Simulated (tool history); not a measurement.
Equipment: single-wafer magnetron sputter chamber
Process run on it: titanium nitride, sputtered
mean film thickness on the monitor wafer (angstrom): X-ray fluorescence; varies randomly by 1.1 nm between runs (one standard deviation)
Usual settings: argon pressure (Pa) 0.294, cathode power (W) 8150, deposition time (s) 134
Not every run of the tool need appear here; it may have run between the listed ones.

run   hour  argon pressure (Pa)  cathode power (W)  deposition time (s)  wafers since the last listed run  wafers on the sputter target  hours since the last manometer calibration  hours since the magnet pack was replaced  hours since the gauge calibration  read-back reference wafer on the same gauge, thickness_nm  mean film thickness on the monitor wafer (angstrom)
  1      0                0.294               8150                  146                                 0                          1963                                        2874                                    8153.2                              135.4                                                    235.916                                              2293.65
  2   30.7                0.294               8150                  146                               192                          2156                                      2904.7                                    8183.9                              166.1                                                    235.929                                              2275.63
  3   55.1                0.294               8150                  146                               153                          2309                                      2929.1                                    8208.3                              190.5                                                      235.8                                              2275.39
  4   75.6                0.294               8150                  134                               128                          2437                                      2949.6                                    8228.8                                211                                                    236.072                                               2075.4
  5  105.5                0.294               8150                  134                               187                          2625                                      2979.5                                    8258.7                              240.9                                                    235.777                                              2053.83
  6  121.2                0.294               8150                  134                                98                          2723                                      2995.2                                    8274.4                              256.6                                                     235.98                                              2062.46
  7  148.6                0.294               8150                  134                               171                          2895                                      3022.6                                    8301.8                                284                                                    236.004                                              2064.72

The next listed run, before its measurement:
  8  167.5                0.294               8150                  134                               118                          3014                                      3041.5                                    8320.7                              302.9                                                          ?                                                    ?

Run 8 measured read-back reference wafer on the same gauge, thickness_nm 236.166, mean film thickness on the monitor wafer (angstrom) 2040.82.
Without the tool's hidden state the same run would have given mean film thickness on the monitor wafer (angstrom) 2151.66.
